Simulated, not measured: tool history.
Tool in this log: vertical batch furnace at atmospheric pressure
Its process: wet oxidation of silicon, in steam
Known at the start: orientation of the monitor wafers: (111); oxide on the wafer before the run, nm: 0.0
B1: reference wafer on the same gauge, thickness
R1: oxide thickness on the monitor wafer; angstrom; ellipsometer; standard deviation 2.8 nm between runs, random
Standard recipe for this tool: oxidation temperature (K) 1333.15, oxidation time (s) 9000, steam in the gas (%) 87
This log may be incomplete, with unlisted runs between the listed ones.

Run 1, day 0: usual settings; B1 896.55. Result: R1 9258.1 angstrom.
Run 2, day 3.429: usual settings; B1 896.51. Result: R1 9197.8 angstrom.
Run 3, day 7.442: usual settings but oxidation time (s) 5460; B1 896.39. Result: R1 7041 angstrom.
Run 4, day 9.367: usual settings but oxidation time (s) 5460; B1 896.09. Result: R1 7029.3 angstrom.
Run 5, day 10.908: usual settings but oxidation time (s) 5460; B1 895.49. Result: R1 7010.9 angstrom.
Run 6, day 13.262: usual settings but oxidation time (s) 11640; B1 896.46. Result: R1 10545.1 angstrom.
Run 7, day 14.796: usual settings but oxidation time (s) 11640; B1 895.92. Result: R1 10569.1 angstrom.
At day 17.95: thermocouples replaced and temperature profile calibrated.
Run 8, day 18.833: usual settings but oxidation time (s) 11640; B1 896.01. Result: R1 10514.1 angstrom.
Run 9, day 20.754: usual settings but steam in the gas (%) 96; B1 896.07. Result: R1 9668.4 angstrom.
At day 24.533: steam generator serviced.
Run 10, day 25.083: usual settings but steam in the gas (%) 96; B1 896.25. Result: R1 10174.6 angstrom.
Run 11, day 26.908: usual settings but steam in the gas (%) 95; B1 895.77. Result: R1 10119.6 angstrom.
Run 12, day 28.804: usual settings; B1 895.74. Result: R1 9676.9 angstrom.
At day 28.875: gauge calibrated.
Run 13, day 31.683: usual settings but oxidation temperature (K) 1356.15, oxidation time (s) 13440, steam in the gas (%) 94; B1 896.41. Result: R1 13401.4 angstrom.
Run 14, day 33.621: usual settings; B1 895.74. Result: R1 9659.5 angstrom.
Run 15, day 35.217: usual settings but oxidation time (s) 6180; B1 896.26. Result: R1 7865.8 angstrom.
Run 16, day 38.138: usual settings but oxidation temperature (K) 1309.15, oxidation time (s) 13260; B1 896.18. Result: R1 10923.9 angstrom.
Run 17, day 40.375: usual settings; B1 896.23. Result: R1 9646.4 angstrom.
Run 18, day 44.546: usual settings but oxidation temperature (K) 1326.15, oxidation time (s) 4530, steam in the gas (%) 95; B1 896.41. Result: R1 6791.7 angstrom.
Run 19, day 48.283: usual settings but oxidation temperature (K) 1321.15, oxidation time (s) 6690, steam in the gas (%) 79; B1 895.55. Result: R1 7428.7 angstrom.
Run 20, day 50.95: usual settings; B1 896.11. Result: R1 9611.6 angstrom.

5 options for the next run, each taken on its own from the tool as it stands now. Forecast them:
Run A, day 51.204: usual settings; B1 ?. Result: R1 ?.
Run B, day 51.204: usual settings but oxidation temperature (K) 1348.15, oxidation time (s) 5520, steam in the gas (%) 78; B1 ?. Result: R1 ?.
Run C, day 51.204: usual settings but oxidation temperature (K) 1347.15; B1 ?. Result: R1 ?.
Run D, day 51.204: usual settings but oxidation temperature (K) 1320.15, oxidation time (s) 12930; B1 ?. Result: R1 ?.
Run E, day 51.204: usual settings but oxidation temperature (K) 1320.15, steam in the gas (%) 93; B1 ?. Result: R1 ?.

run      B1       R1
  A  896.36   9628.6
  B  896.36   7352.1
  C  896.36  10098.1
  D  896.36    11178
  E  896.36   9529.5
The same runs, with their run-to-run variation unchanged, on a tool lacking any hidden condition would have given:
run       R1
  A   9647.1
  B   7366.3
  C  10117.3
  D  11199.4
  E     9548

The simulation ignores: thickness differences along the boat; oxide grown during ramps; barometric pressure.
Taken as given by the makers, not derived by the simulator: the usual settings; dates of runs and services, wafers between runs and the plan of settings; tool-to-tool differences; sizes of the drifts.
